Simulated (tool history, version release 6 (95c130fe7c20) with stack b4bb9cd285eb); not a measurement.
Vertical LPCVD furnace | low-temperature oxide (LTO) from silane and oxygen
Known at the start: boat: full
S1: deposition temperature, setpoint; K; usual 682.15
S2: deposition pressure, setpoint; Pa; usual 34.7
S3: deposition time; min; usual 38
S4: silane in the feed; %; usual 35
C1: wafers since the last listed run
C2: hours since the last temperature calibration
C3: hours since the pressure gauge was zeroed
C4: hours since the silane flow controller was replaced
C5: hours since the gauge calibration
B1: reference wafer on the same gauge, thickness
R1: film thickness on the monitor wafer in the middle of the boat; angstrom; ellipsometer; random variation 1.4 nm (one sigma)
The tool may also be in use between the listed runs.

run    hour      S1    S2    S3  S4    C1      C2      C3      C4      C5      B1      R1
  1       0  682.15  34.7    38  35     0  2786.4  3916.9  5641.6   146.7   359.7  3918.5
  2    95.4  682.15  34.7    38  35  1072  2881.8  4012.3    5737   242.1   360.1  3920.2
  3   186.8  689.15  34.7    38  40  1027  2973.2  4103.7  5828.4   333.5  360.17  4975.5
  4   269.3  689.15  34.7    38  40   927  3055.7  4186.2  5910.9     416  360.36  4986.4
  5   321.1  682.15  34.7    38  35   582  3107.5    4238  5962.7   467.8  360.03  3895.8
  6   374.7  682.15  34.7    38  35   602  3161.1  4291.6  6016.3   521.4  359.97  3890.5
  7   466.7  682.15  34.7    38  35  1034  3253.1  4383.6  6108.3   613.4  360.02  3887.6
  8   505.2  682.15    30    38  35   432  3291.6  4422.1  6146.8   651.9  359.65  3394.3
      551.7  -- silane flow controller replaced
      599.1  -- pressure gauge zeroed
  9   789.5  678.15  34.7  46.5  35  2655  3575.9   190.4   237.8   936.2  359.91    4412
 10   853.3  678.15  34.7  46.5  35   717  3639.7   254.2   301.6    1000  360.06  4413.5
      919.5  -- silane flow controller replaced, repeated, since the last time left the tool worse
      928.6  -- thermocouples replaced and temperature profile calibrated
 11   929.1  682.15    30    43  38   480     0.5     330     9.6  1075.8  360.11  4406.3
 12  1002.7  682.15  37.3  48.5  37   827    74.1   403.6    83.2  1149.4  359.85  5972.6
       1009  -- gauge calibrated
 13    1064  682.15  37.3    38  35   688   135.4   464.9   144.5      55   359.9  4350.8
 14  1107.4  682.15  34.7  50.5  38   487   178.8   508.3   187.9    98.4  360.01    5965
 15  1190.5  690.15  34.7    38  35   934   261.9   591.4     271   181.5  360.34  4384.2
 16  1258.1  691.15  39.3  47.5  39   759   329.5     659   338.6   249.1  359.84  7204.5
 17  1301.9  682.15  34.7    38  35   492   373.3   702.8   382.4   292.9  360.07  4035.6
 18    1376  682.15  28.7  51.5  35   832   447.4   776.9   456.5     367  359.91  4498.2
 19  1464.2  682.15  37.3    38  35   991   535.6   865.1   544.7   455.2  359.82  4354.3
 20  1527.9  675.15  39.3  24.5  40   715   599.3   928.8   608.4   518.9  359.84  3228.8
 21  1587.2  682.15  34.7    38  35   666   658.6   988.1   667.7   578.2  360.07  4046.8

Measured less the same run without the tool's hidden state. The same run-to-run variation is in both; the gauge's scatter may not be:
The hidden state here: true tube temperature minus thermocouple reading, K; true pressure minus gauge reading, mTorr; deviation of the silane flow from its setpoint, %; gauge reads high (%).
run      R1
  1  -125.5
  2  -127.8
  3  -132.5
  4  -134.8
  5  -132.2
  6  -133.3
  7  -135.4
  8    -119
  9  -325.7
 10  -327.8
 11    +6.8
 12    +7.4
 13    +4.3
 14    +4.1
 15    +1.4
 16    -0.3
 17    -1.1
 18      -3
 19      -5
 20      -4
 21    -7.4
